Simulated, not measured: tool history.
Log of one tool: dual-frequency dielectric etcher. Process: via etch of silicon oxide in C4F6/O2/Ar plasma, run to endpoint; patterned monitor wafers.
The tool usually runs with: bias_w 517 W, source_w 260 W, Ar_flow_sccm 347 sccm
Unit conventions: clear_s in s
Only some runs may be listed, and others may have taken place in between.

run   hour  bias_w  source_w  Ar_flow_sccm  incoming incoming film thickness, nm  clear_s
  1    0.0     574       260           347                                  68.6     17.5
  2   12.8     574       260           347                                  68.4     17.5
  3   26.2     517       260           347                                  67.9     17.7
  4   40.7     517       260           347                                  68.6     18.3
  5   57.6     517       260           404                                  68.7     18.7
  6   73.5     517       260           404                                  68.8     18.3
  7   88.6     517       260           404                                  68.7     18.5
  8   94.8     517       260           324                                  68.6     17.9
     109.6  -- Ar flow controller replaced
  9  110.1     517       260           324                                  68.4     17.9
     114.9  -- source power generator calibrated
 10  118.6     604       300           429                                  68.3     16.9
 11  130.3     517       260           323                                  68.5     18.2
 12  140.2     457       300           294                                  68.3     17.5
     155.2  -- bias power generator calibrated
     174.9  -- upper electrode replaced
     175.6  -- wet clean of the chamber
 13  176.1     517       260           347                                  69.2     18.3
 14  176.4     517       260           347                                  68.5     18.2
 15  189.5     517       260           347                                  68.0     18.0
 16  200.7     432       260           268                                  67.5     18.3
 17  210.8     517       260           347                                  68.2     18.0
 18  222.0     517       210           347                                  68.8     19.4
 19  229.0     620       280           401                                  68.8     17.0

What if the next run were any one of these 4? Each begins from the tool's condition after run 19:
  A  229.4     517       260           308                                  68.3        ?
  B  229.4     517       260           271                                  68.3        ?
  C  229.4     517       300           427                                  68.3        ?
  D  229.4     562       230           301                                  68.3        ?

run  clear_s
  A     17.6
  B     17.4
  C     17.3
  D     17.9
With no hidden state in the tool, these same runs would have given:
run  clear_s
  A     17.6
  B     17.4
  C     17.3
  D     17.9

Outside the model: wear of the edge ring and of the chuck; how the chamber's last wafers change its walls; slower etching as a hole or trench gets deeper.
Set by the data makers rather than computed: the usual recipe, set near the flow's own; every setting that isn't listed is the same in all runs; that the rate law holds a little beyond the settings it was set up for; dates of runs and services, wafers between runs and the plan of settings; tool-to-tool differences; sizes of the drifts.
